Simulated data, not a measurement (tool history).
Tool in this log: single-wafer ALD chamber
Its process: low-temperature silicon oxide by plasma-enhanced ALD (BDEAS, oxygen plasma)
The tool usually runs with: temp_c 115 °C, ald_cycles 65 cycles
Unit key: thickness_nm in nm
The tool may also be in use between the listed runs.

run	hour	temp_c	ald_cycles	wafers since the last listed run	hours since the last thermocouple change	hours since the gauge calibration	read-back reference wafer on the same gauge, thickness_nm	thickness_nm
1	0	125	61	0	1646.7	1083.6	9.599	8.162
2	67.6	125	61	306	1714.3	1151.2	9.601	8.168
3	104	125	61	165	1750.7	1187.6	9.598	8.197
4	174.8	115	65	321	1821.5	1258.4	9.6	8.855
5	211.5	115	65	166	1858.2	1295.1	9.593	8.874
6	318.8	115	65	486	1965.5	1402.4	9.6	8.862
7	412.9	115	65	427	2059.6	1496.5	9.602	8.871
8	655.6	115	65	1101	2302.3	1739.2	9.597	8.876
9	701.8	115	65	209	2348.5	1785.4	9.608	8.873
10	754.9	119	65	240	2401.6	1838.5	9.598	8.794
11	832.2	119	65	350	2478.9	1915.8	9.598	8.816
12	901.2	119	65	313	2547.9	1984.8	9.602	8.834
13	938.8	115	72	170	2585.5	2022.4	9.601	9.851
14	989.4	128	65	229	2636.1	2073	9.599	8.635
15	1080.5	115	65	413	2727.2	2164.1	9.598	8.862
16	1172.4	108	65	417	2819.1	2256	9.604	9.038
17	1234.6	119	56	282	2881.3	2318.2	9.596	7.596
18	1278.7	105	56	200	2925.4	2362.3	9.603	7.774
# hour 1307.5: gauge calibrated
# hour 1353.3: thermocouple changed; heater temperature recalibrated
19	1353.8	101	59	304	0.5	46.3	9.6	8.292
20	1406	115	65	236	52.7	98.5	9.603	8.883
21	1512.2	115	65	481	158.9	204.7	9.6	8.857
22	1594	115	65	371	240.7	286.5	9.602	8.88
23	1645.4	110	70	233	292.1	337.9	9.603	9.619
24	1751.7	129	54	482	398.4	444.2	9.596	7.182
25	1804.8	107	60	240	451.5	497.3	9.603	8.343

Below are 4 alternative next runs, each starting from the tool's condition after run 25. Predict each:
A	1805.3	120	65	2	452	497.8	?	?
B	1805.3	121	58	2	452	497.8	?	?
C	1805.3	127	65	2	452	497.8	?	?
D	1805.3	115	58	2	452	497.8	?	?

run	read-back reference wafer on the same gauge, thickness_nm	thickness_nm
A	9.594	8.759
B	9.594	7.802
C	9.594	8.645
D	9.594	7.889
With no hidden state in the tool, these same runs would have given:
run	thickness_nm
A	8.759
B	7.802
C	8.645
D	7.889

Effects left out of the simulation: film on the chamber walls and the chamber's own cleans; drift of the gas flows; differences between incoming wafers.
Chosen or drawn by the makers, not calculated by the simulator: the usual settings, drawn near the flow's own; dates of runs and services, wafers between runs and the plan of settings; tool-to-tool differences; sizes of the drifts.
